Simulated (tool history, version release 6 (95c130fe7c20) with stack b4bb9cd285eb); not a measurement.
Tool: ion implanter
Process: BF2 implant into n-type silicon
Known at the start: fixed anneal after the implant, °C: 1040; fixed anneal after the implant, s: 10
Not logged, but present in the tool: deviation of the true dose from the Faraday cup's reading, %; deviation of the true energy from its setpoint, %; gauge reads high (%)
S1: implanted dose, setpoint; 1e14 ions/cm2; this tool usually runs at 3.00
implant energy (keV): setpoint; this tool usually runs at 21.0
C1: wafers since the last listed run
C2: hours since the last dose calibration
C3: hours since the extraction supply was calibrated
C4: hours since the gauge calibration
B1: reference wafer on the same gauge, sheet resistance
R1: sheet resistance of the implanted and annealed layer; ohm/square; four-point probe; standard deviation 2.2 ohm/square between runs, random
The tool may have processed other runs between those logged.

run 1 hour=0.0 | S1=3.00 implant_energy_(keV)=21.0 | C1=0 C2=308.0 C3=6647.1 C4=836.5 | B1=382.11 | R1=403.42
run 2 hour=49.6 | S1=3.00 implant_energy_(keV)=21.0 | C1=982 C2=357.6 C3=6696.7 C4=886.1 | B1=381.16 | R1=400.43
run 3 hour=117.2 | S1=3.00 implant_energy_(keV)=21.0 | C1=1338 C2=425.2 C3=6764.3 C4=953.7 | B1=381.28 | R1=402.56
run 4 hour=181.9 | S1=3.00 implant_energy_(keV)=21.0 | C1=1281 C2=489.9 C3=6829.0 C4=1018.4 | B1=381.16 | R1=401.49
run 5 hour=213.8 | S1=3.00 implant_energy_(keV)=21.0 | C1=631 C2=521.8 C3=6860.9 C4=1050.3 | B1=381.79 | R1=402.26
run 6 hour=273.2 | S1=3.51 implant_energy_(keV)=21.0 | C1=1176 C2=581.2 C3=6920.3 C4=1109.7 | B1=381.47 | R1=352.81
run 7 hour=324.5 | S1=3.51 implant_energy_(keV)=21.0 | C1=1015 C2=632.5 C3=6971.6 C4=1161.0 | B1=382.24 | R1=350.21
run 8 hour=370.1 | S1=3.00 implant_energy_(keV)=21.0 | C1=902 C2=678.1 C3=7017.2 C4=1206.6 | B1=381.83 | R1=403.49
run 9 hour=461.6 | S1=3.71 implant_energy_(keV)=21.0 | C1=1811 C2=769.6 C3=7108.7 C4=1298.1 | B1=382.14 | R1=334.42
run 10 hour=523.6 | S1=3.37 implant_energy_(keV)=28.0 | C1=1227 C2=831.6 C3=7170.7 C4=1360.1 | B1=381.85 | R1=356.08
-- hour=554.1 extraction supply calibrated
run 11 hour=558.3 | S1=3.47 implant_energy_(keV)=25.5 | C1=528 C2=866.3 C3=4.2 C4=1394.8 | B1=382.11 | R1=350.95
-- hour=597.3 gauge calibrated
run 12 hour=622.7 | S1=2.33 implant_energy_(keV)=24.5 | C1=1275 C2=930.7 C3=68.6 C4=25.4 | B1=381.98 | R1=493.54
run 13 hour=691.6 | S1=2.67 implant_energy_(keV)=27.0 | C1=1364 C2=999.6 C3=137.5 C4=94.3 | B1=381.94 | R1=430.01
run 14 hour=761.2 | S1=2.54 implant_energy_(keV)=17.5 | C1=1378 C2=1069.2 C3=207.1 C4=163.9 | B1=382.12 | R1=474.37
-- hour=776.6 Faraday cup replaced and dose calibrated
run 15 hour=962.0 | S1=2.42 implant_energy_(keV)=27.0 | C1=3817 C2=185.4 C3=407.9 C4=364.7 | B1=382.13 | R1=469.06
run 16 hour=1008.1 | S1=3.42 implant_energy_(keV)=14.5 | C1=912 C2=231.5 C3=454.0 C4=410.8 | B1=381.50 | R1=376.24
run 17 hour=1070.7 | S1=3.00 implant_energy_(keV)=21.0 | C1=1239 C2=294.1 C3=516.6 C4=473.4 | B1=382.90 | R1=403.20
run 18 hour=1131.6 | S1=2.49 implant_energy_(keV)=17.5 | C1=1205 C2=355.0 C3=577.5 C4=534.3 | B1=382.43 | R1=480.75
run 19 hour=1192.0 | S1=3.00 implant_energy_(keV)=21.0 | C1=1196 C2=415.4 C3=637.9 C4=594.7 | B1=381.96 | R1=403.09

For each entry between runs, how does the tool's hidden state at the last listed run before it compare with that at the first listed run after it?
From run 10 to run 11: extraction supply calibrated (hour 554.1)
  both runs share identical hidden conditions
From run 11 to run 12: gauge calibrated (hour 597.3)
  both runs share identical hidden conditions
From run 14 to run 15: Faraday cup replaced and dose calibrated (hour 776.6)
  both runs share identical hidden conditions
